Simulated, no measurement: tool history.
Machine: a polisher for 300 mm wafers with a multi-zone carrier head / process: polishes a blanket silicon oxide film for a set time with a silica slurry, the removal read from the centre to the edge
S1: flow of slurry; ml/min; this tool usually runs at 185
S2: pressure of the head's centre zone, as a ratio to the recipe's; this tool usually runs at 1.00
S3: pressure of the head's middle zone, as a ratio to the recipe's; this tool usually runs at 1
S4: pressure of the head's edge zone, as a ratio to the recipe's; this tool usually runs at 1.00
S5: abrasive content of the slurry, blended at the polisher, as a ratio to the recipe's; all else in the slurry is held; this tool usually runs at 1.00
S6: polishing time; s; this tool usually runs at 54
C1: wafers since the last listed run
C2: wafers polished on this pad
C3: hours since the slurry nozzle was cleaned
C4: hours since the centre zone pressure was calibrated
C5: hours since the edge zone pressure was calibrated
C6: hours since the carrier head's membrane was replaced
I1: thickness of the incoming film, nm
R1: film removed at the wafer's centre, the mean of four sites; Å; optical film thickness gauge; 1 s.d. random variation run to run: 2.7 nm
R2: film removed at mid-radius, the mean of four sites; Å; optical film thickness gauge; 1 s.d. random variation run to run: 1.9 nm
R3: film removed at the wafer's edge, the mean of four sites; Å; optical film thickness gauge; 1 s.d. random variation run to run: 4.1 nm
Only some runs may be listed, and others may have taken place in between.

{"run": 1, "hour": 0.0, "S1": 200, "S2": 1.0, "S3": 1, "S4": 1.0, "S5": 1.0, "S6": 54, "C1": 0, "C2": 509, "C3": 147.4, "C4": 531.5, "C5": 580.7, "C6": 1331.6, "I1": 1119.4, "R1": 3120, "R2": 3080, "R3": 3142}
{"hour": 60.2, "done": "worn pad replaced by a new one"}
{"run": 2, "hour": 70.5, "S1": 200, "S2": 1.0, "S3": 1, "S4": 1.0, "S5": 1.0, "S6": 54, "C1": 831, "C2": 129, "C3": 217.9, "C4": 602.0, "C5": 651.2, "C6": 1402.1, "I1": 1129.6, "R1": 3134, "R2": 3062, "R3": 3084}
{"run": 3, "hour": 120.8, "S1": 200, "S2": 1.0, "S3": 1, "S4": 1.0, "S5": 1.0, "S6": 54, "C1": 629, "C2": 758, "C3": 268.2, "C4": 652.3, "C5": 701.5, "C6": 1452.4, "I1": 1147.9, "R1": 3134, "R2": 3045, "R3": 3086}
{"hour": 165.9, "done": "worn pad replaced by a new one"}
{"run": 4, "hour": 175.0, "S1": 185, "S2": 1.0, "S3": 1, "S4": 1.0, "S5": 1.0, "S6": 54, "C1": 628, "C2": 113, "C3": 322.4, "C4": 706.5, "C5": 755.7, "C6": 1506.6, "I1": 1106.2, "R1": 3081, "R2": 3005, "R3": 3062}
{"hour": 194.3, "done": "edge zone pressure recalibrated"}
{"run": 5, "hour": 205.7, "S1": 185, "S2": 1.0, "S3": 1, "S4": 1.0, "S5": 1.0, "S6": 54, "C1": 359, "C2": 472, "C3": 353.1, "C4": 737.2, "C5": 11.4, "C6": 1537.3, "I1": 1143.9, "R1": 3092, "R2": 3020, "R3": 3001}
{"run": 6, "hour": 236.7, "S1": 185, "S2": 1.0, "S3": 1, "S4": 1.0, "S5": 1.0, "S6": 54, "C1": 387, "C2": 860, "C3": 384.1, "C4": 768.2, "C5": 42.4, "C6": 1568.3, "I1": 1117.5, "R1": 3037, "R2": 3005, "R3": 3038}
{"hour": 274.3, "done": "worn pad replaced by a new one"}
{"run": 7, "hour": 284.9, "S1": 185, "S2": 1.0, "S3": 1, "S4": 1.0, "S5": 1.0, "S6": 54, "C1": 552, "C2": 132, "C3": 432.3, "C4": 816.4, "C5": 90.6, "C6": 1616.5, "I1": 1143.5, "R1": 3044, "R2": 2977, "R3": 3017}
{"hour": 298.0, "done": "carrier head's membrane replaced by a new one"}
{"hour": 301.8, "done": "centre zone pressure recalibrated"}
{"run": 8, "hour": 342.5, "S1": 125, "S2": 1.04, "S3": 1, "S4": 1.0, "S5": 1.0, "S6": 63, "C1": 633, "C2": 765, "C3": 489.9, "C4": 40.7, "C5": 148.2, "C6": 44.5, "I1": 1114.3, "R1": 3227, "R2": 3123, "R3": 3261}
{"run": 9, "hour": 378.8, "S1": 185, "S2": 1.0, "S3": 1, "S4": 1.0, "S5": 1.0, "S6": 54, "C1": 454, "C2": 1219, "C3": 526.2, "C4": 77.0, "C5": 184.5, "C6": 80.8, "I1": 1120.9, "R1": 3021, "R2": 3018, "R3": 3043}
{"hour": 386.0, "done": "worn pad replaced by a new one"}
{"hour": 393.4, "done": "slurry nozzle cleaned"}
{"run": 10, "hour": 410.0, "S1": 185, "S2": 1.0, "S3": 1, "S4": 1.0, "S5": 1.0, "S6": 68, "C1": 327, "C2": 288, "C3": 16.6, "C4": 108.2, "C5": 215.7, "C6": 112.0, "I1": 1134.6, "R1": 4018, "R2": 3958, "R3": 4001}
{"run": 11, "hour": 450.6, "S1": 185, "S2": 1.0, "S3": 1, "S4": 1.0, "S5": 1.0, "S6": 62, "C1": 507, "C2": 796, "C3": 57.2, "C4": 148.8, "C5": 256.3, "C6": 152.6, "I1": 1132.2, "R1": 3627, "R2": 3586, "R3": 3588}
{"hour": 487.1, "done": "worn pad replaced by a new one"}
{"run": 12, "hour": 518.0, "S1": 185, "S2": 1.0, "S3": 1, "S4": 1.0, "S5": 1.0, "S6": 54, "C1": 793, "C2": 386, "C3": 124.6, "C4": 216.2, "C5": 323.7, "C6": 220.0, "I1": 1127.2, "R1": 3112, "R2": 3061, "R3": 3074}
{"run": 13, "hour": 564.6, "S1": 185, "S2": 1.0, "S3": 1, "S4": 0.96, "S5": 1.0, "S6": 54, "C1": 583, "C2": 969, "C3": 171.2, "C4": 262.8, "C5": 370.3, "C6": 266.6, "I1": 1142.0, "R1": 3145, "R2": 3048, "R3": 3014}
{"run": 14, "hour": 591.3, "S1": 160, "S2": 1.0, "S3": 1, "S4": 1.0, "S5": 1.1, "S6": 54, "C1": 334, "C2": 1303, "C3": 197.9, "C4": 289.5, "C5": 397.0, "C6": 293.3, "I1": 1128.0, "R1": 3080, "R2": 3080, "R3": 3122}

Measured minus without-hidden-state, run by run (identical run-to-run variation in each term; gauge scatter may differ):
What the log doesn't record here: removal rate lost through wear of the pad, %; slurry flow missing at the pad, %; deviation of the centre zone's pressure from its setpoint, %; deviation of the edge zone's pressure from its setpoint, %.
run=1 R1=-93 R2=-81 R3=-60
run=2 R1=-120 R2=-103 R3=-76
run=3 R1=-134 R2=-115 R3=-85
run=4 R1=-156 R2=-135 R3=-99
run=5 R1=-163 R2=-140 R3=-100
run=6 R1=-165 R2=-144 R3=-104
run=7 R1=-171 R2=-148 R3=-107
run=8 R1=-296 R2=-246 R3=-173
run=9 R1=-178 R2=-156 R3=-113
run=10 R1=-21 R2=-19 R3=-14
run=11 R1=-53 R2=-47 R3=-34
run=12 R1=-85 R2=-74 R3=-54
run=13 R1=-108 R2=-92 R3=-66
run=14 R1=-137 R2=-121 R3=-87
